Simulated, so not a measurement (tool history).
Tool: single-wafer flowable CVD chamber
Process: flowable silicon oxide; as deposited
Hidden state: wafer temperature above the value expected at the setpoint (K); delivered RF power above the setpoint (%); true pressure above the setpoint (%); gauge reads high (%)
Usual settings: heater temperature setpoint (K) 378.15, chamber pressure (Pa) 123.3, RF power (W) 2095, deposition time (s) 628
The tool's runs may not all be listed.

run,hour,heater temperature setpoint (K),chamber pressure (Pa),RF power (W),deposition time (s),wafers since the last listed run,hours since the last thermocouple change,hours since the last RF generator calibration,hours since the last manometer calibration,hours since the showerhead was replaced,hours since the gauge calibration,"read-back reference wafer on the same gauge, thickness_nm",mean film thickness on the monitor wafer (Å)
1,0,378.15,123.3,2095,628,0,2219.9,35,1794,249.3,241.1,388.61,4444.51
2,22.2,378.15,123.3,2375,628,86,2242.1,57.2,1816.2,271.5,263.3,389.094,4527.71
3,50,378.15,123.3,2095,628,108,2269.9,85,1844,299.3,291.1,388.868,4490.61
4,75.1,378.15,123.3,2095,628,97,2295,110.1,1869.1,324.4,316.2,389.039,4488.4
5,103.9,378.15,123.3,2095,628,111,2323.8,138.9,1897.9,353.2,345,389.38,4533.38
6,119.4,378.15,112.4,2410,628,60,2339.3,154.4,1913.4,368.7,360.5,389.066,4211.61
7,132.7,378.15,123.3,2340,567,51,2352.6,167.7,1926.7,382,373.8,388.929,4120.61
8,158.2,363.15,123.3,2435,628,99,2378.1,193.2,1952.2,407.5,399.3,389.777,8123.88
9,184.3,378.15,123.3,2095,628,101,2404.2,219.3,1978.3,433.6,425.4,389.289,4521.25
10,200,378.15,123.3,1855,628,61,2419.9,235,1994,449.3,441.1,388.028,4431.05
11,217.9,386.15,131.9,2095,628,69,2437.8,252.9,2011.9,467.2,459,388.964,3631.18
12,241.3,378.15,123.3,2095,628,90,2461.2,276.3,2035.3,490.6,482.4,388.651,4551.98
13,254.7,378.15,123.3,2455,628,52,2474.6,289.7,2048.7,504,495.8,388.108,4634.59
# hour 264.6: capacitance manometer re-zeroed and calibrated
14,280.9,363.15,123.3,2435,628,70,2500.8,315.9,16.3,530.2,522,388.995,7435.45
15,293.6,378.15,123.3,2095,628,49,2513.5,328.6,29,542.9,534.7,388.243,4175.31
16,318.7,378.15,123.3,1880,628,97,2538.6,353.7,54.1,568,559.8,389.146,4104.48
17,338.5,393.15,123.3,2095,628,76,2558.4,373.5,73.9,587.8,579.6,388.258,2467.14
# hour 348.6: thermocouple changed; heater temperature recalibrated
18,358,391.15,123.3,1735,628,44,9.4,393,93.4,607.3,599.1,388.751,2548.53
19,381.9,368.15,123.3,1835,628,92,33.3,416.9,117.3,631.2,623,388.882,5986.53
20,407.5,391.15,123.3,1680,628,99,58.9,442.5,142.9,656.8,648.6,388.761,2516.81
21,476.8,364.15,140.8,1770,628,269,128.2,511.8,212.2,726.1,717.9,388.9,7916.49
22,508.2,378.15,123.3,2095,628,122,159.6,543.2,243.6,757.5,749.3,389.1,4179.56
23,533.8,378.15,123.3,2095,628,99,185.2,568.8,269.2,783.1,774.9,389.765,4160.09
24,563.1,378.15,123.3,2095,628,113,214.5,598.1,298.5,812.4,804.2,388.997,4184.85
# hour 563.9: gauge calibrated
25,580.5,378.15,142,2095,555,67,231.9,615.5,315.9,829.8,16.6,389.642,4255.58
26,601.2,390.15,123.3,2095,628,80,252.6,636.2,336.6,850.5,37.3,388.948,2723.23
27,616.4,378.15,123.3,2420,628,59,267.8,651.4,351.8,865.7,52.5,388.765,4263.76

5 ways to go on from here, each from the tool as it stands after run 27. What would each give?
A,617,378.15,99.6,2095,628,2,268.4,652,352.4,866.3,53.1,?,?
B,617,371.15,100.1,2500,514,2,268.4,652,352.4,866.3,53.1,?,?
C,617,367.15,123.3,2095,628,2,268.4,652,352.4,866.3,53.1,?,?
D,617,378.15,140.3,1850,714,2,268.4,652,352.4,866.3,53.1,?,?
E,617,364.15,107.1,1695,628,2,268.4,652,352.4,866.3,53.1,?,?

run,"read-back reference wafer on the same gauge, thickness_nm",mean film thickness on the monitor wafer (Å)
A,389.115,3361.64
B,389.115,3695.38
C,389.115,6339.01
D,389.115,5296.14
E,389.115,5909.99
Without the tool's hidden state the same runs would have given:
run,mean film thickness on the monitor wafer (Å)
A,3329.39
B,3659.93
C,6282.77
D,5249.15
E,5854.93
